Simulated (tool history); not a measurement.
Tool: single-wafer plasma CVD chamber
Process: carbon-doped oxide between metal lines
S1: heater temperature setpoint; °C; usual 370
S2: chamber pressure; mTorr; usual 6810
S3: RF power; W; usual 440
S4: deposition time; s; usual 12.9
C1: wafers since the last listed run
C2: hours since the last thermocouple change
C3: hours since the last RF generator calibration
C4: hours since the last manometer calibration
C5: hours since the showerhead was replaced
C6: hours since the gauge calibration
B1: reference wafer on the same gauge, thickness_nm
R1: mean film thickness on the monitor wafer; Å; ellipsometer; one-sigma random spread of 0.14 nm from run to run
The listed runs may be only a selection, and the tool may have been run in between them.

run 1 hour=0.0 | S1=370 S2=6810 S3=440 S4=14.2 | C1=0 C2=448.0 C3=72.2 C4=1778.2 C5=2573.5 C6=2294.0 | B1=66.596 | R1=626.34
-- hour=68.5 capacitance manometer re-zeroed and calibrated
run 2 hour=69.0 | S1=377 S2=6810 S3=440 S4=12.9 | C1=1744 C2=517.0 C3=141.2 C4=0.5 C5=2642.5 C6=2363.0 | B1=66.611 | R1=559.51
run 3 hour=107.8 | S1=377 S2=6810 S3=440 S4=12.9 | C1=1109 C2=555.8 C3=180.0 C4=39.3 C5=2681.3 C6=2401.8 | B1=66.605 | R1=559.92
-- hour=158.2 gauge calibrated
run 4 hour=333.0 | S1=370 S2=6810 S3=440 S4=12.9 | C1=6441 C2=781.0 C3=405.2 C4=264.5 C5=2906.5 C6=174.8 | B1=66.571 | R1=565.89
run 5 hour=381.2 | S1=370 S2=6810 S3=440 S4=12.9 | C1=1378 C2=829.2 C3=453.4 C4=312.7 C5=2954.7 C6=223.0 | B1=66.613 | R1=564.85
run 6 hour=422.0 | S1=370 S2=6810 S3=385 S4=12.9 | C1=1167 C2=870.0 C3=494.2 C4=353.5 C5=2995.5 C6=263.8 | B1=66.598 | R1=492.06
run 7 hour=554.6 | S1=370 S2=6810 S3=385 S4=12.9 | C1=3792 C2=1002.6 C3=626.8 C4=486.1 C5=3128.1 C6=396.4 | B1=66.569 | R1=493.94
run 8 hour=598.7 | S1=370 S2=7270 S3=440 S4=12.9 | C1=1261 C2=1046.7 C3=670.9 C4=530.2 C5=3172.2 C6=440.5 | B1=66.574 | R1=568.11
run 9 hour=690.4 | S1=377 S2=8320 S3=440 S4=14.2 | C1=2622 C2=1138.4 C3=762.6 C4=621.9 C5=3263.9 C6=532.2 | B1=66.622 | R1=616.00
run 10 hour=738.4 | S1=370 S2=8380 S3=395 S4=11.9 | C1=1372 C2=1186.4 C3=810.6 C4=669.9 C5=3311.9 C6=580.2 | B1=66.591 | R1=472.78
run 11 hour=797.5 | S1=370 S2=6810 S3=440 S4=12.9 | C1=1690 C2=1245.5 C3=869.7 C4=729.0 C5=3371.0 C6=639.3 | B1=66.607 | R1=563.14
-- hour=879.9 RF generator calibrated
-- hour=887.9 thermocouple changed; heater temperature recalibrated
run 12 hour=902.6 | S1=370 S2=6810 S3=440 S4=12.9 | C1=2548 C2=14.7 C3=22.7 C4=834.1 C5=3476.1 C6=744.4 | B1=66.564 | R1=572.57
-- hour=960.7 showerhead replaced
run 13 hour=968.4 | S1=370 S2=6810 S3=440 S4=14.2 | C1=1653 C2=80.5 C3=88.5 C4=899.9 C5=7.7 C6=810.2 | B1=66.610 | R1=626.55
run 14 hour=1068.0 | S1=355 S2=8380 S3=525 S4=14.8 | C1=2848 C2=180.1 C3=188.1 C4=999.5 C5=107.3 C6=909.8 | B1=66.604 | R1=788.57
run 15 hour=1156.6 | S1=364 S2=6810 S3=440 S4=12.9 | C1=2534 C2=268.7 C3=276.7 C4=1088.1 C5=195.9 C6=998.4 | B1=66.569 | R1=576.56
run 16 hour=1246.3 | S1=364 S2=5460 S3=440 S4=12.0 | C1=2565 C2=358.4 C3=366.4 C4=1177.8 C5=285.6 C6=1088.1 | B1=66.600 | R1=522.21
run 17 hour=1291.4 | S1=356 S2=6810 S3=440 S4=12.9 | C1=1289 C2=403.5 C3=411.5 C4=1222.9 C5=330.7 C6=1133.2 | B1=66.594 | R1=583.65
run 18 hour=1388.5 | S1=370 S2=6810 S3=525 S4=14.6 | C1=2777 C2=500.6 C3=508.6 C4=1320.0 C5=427.8 C6=1230.3 | B1=66.648 | R1=739.04
run 19 hour=1454.7 | S1=366 S2=8470 S3=485 S4=12.9 | C1=1893 C2=566.8 C3=574.8 C4=1386.2 C5=494.0 C6=1296.5 | B1=66.595 | R1=628.03
run 20 hour=1532.6 | S1=361 S2=6810 S3=440 S4=14.3 | C1=2228 C2=644.7 C3=652.7 C4=1464.1 C5=571.9 C6=1374.4 | B1=66.644 | R1=633.90
run 21 hour=1587.3 | S1=370 S2=6810 S3=440 S4=14.3 | C1=1564 C2=699.4 C3=707.4 C4=1518.8 C5=626.6 C6=1429.1 | B1=66.589 | R1=625.85
run 22 hour=1662.1 | S1=370 S2=7630 S3=365 S4=11.5 | C1=2139 C2=774.2 C3=782.2 C4=1593.6 C5=701.4 C6=1503.9 | B1=66.600 | R1=417.72
-- hour=1776.3 capacitance manometer re-zeroed and calibrated
-- hour=1853.7 RF generator calibrated
run 23 hour=1985.2 | S1=370 S2=6810 S3=440 S4=12.9 | C1=8783 C2=1097.3 C3=131.5 C4=208.9 C5=1024.5 C6=1827.0 | B1=66.603 | R1=567.79
run 24 hour=2024.4 | S1=382 S2=6810 S3=440 S4=10.7 | C1=1121 C2=1136.5 C3=170.7 C4=248.1 C5=1063.7 C6=1866.2 | B1=66.608 | R1=462.46
run 25 hour=2068.1 | S1=375 S2=7370 S3=440 S4=14.8 | C1=1249 C2=1180.2 C3=214.4 C4=291.8 C5=1107.4 C6=1909.9 | B1=66.599 | R1=644.73
-- hour=2130.0 thermocouple changed; heater temperature recalibrated
-- hour=2374.7 gauge calibrated
run 26 hour=2392.1 | S1=370 S2=6810 S3=440 S4=12.9 | C1=9038 C2=262.1 C3=538.4 C4=615.8 C5=1431.4 C6=17.4 | B1=66.553 | R1=563.50
run 27 hour=2590.7 | S1=358 S2=7500 S3=440 S4=12.9 | C1=5680 C2=460.7 C3=737.0 C4=814.4 C5=1630.0 C6=216.0 | B1=66.645 | R1=581.48

Consider 5 possible next runs. They are alternatives, not a sequence: every one starts from the tool as it was left by run 27. What does each give?
run A hour=2591.1 | S1=358 S2=6810 S3=440 S4=12.9 | C1=11 C2=461.1 C3=737.4 C4=814.8 C5=1630.4 C6=216.4 | B1=? | R1=?
run B hour=2591.1 | S1=385 S2=7360 S3=390 S4=14.9 | C1=11 C2=461.1 C3=737.4 C4=814.8 C5=1630.4 C6=216.4 | B1=? | R1=?
run C hour=2591.1 | S1=370 S2=6810 S3=360 S4=12.9 | C1=11 C2=461.1 C3=737.4 C4=814.8 C5=1630.4 C6=216.4 | B1=? | R1=?
run D hour=2591.1 | S1=370 S2=8490 S3=440 S4=12.9 | C1=11 C2=461.1 C3=737.4 C4=814.8 C5=1630.4 C6=216.4 | B1=? | R1=?
run E hour=2591.1 | S1=370 S2=6810 S3=505 S4=12.9 | C1=11 C2=461.1 C3=737.4 C4=814.8 C5=1630.4 C6=216.4 | B1=? | R1=?

run=A B1=66.599 R1=577.74
run=B B1=66.599 R1=561.88
run=C B1=66.599 R1=458.16
run=D B1=66.599 R1=571.01
run=E B1=66.599 R1=634.00
Take away the tool's hidden state, keep each run's random variation, and the runs would have read:
run=A R1=588.49
run=B R1=572.76
run=C R1=467.03
run=D R1=581.64
run=E R1=643.99

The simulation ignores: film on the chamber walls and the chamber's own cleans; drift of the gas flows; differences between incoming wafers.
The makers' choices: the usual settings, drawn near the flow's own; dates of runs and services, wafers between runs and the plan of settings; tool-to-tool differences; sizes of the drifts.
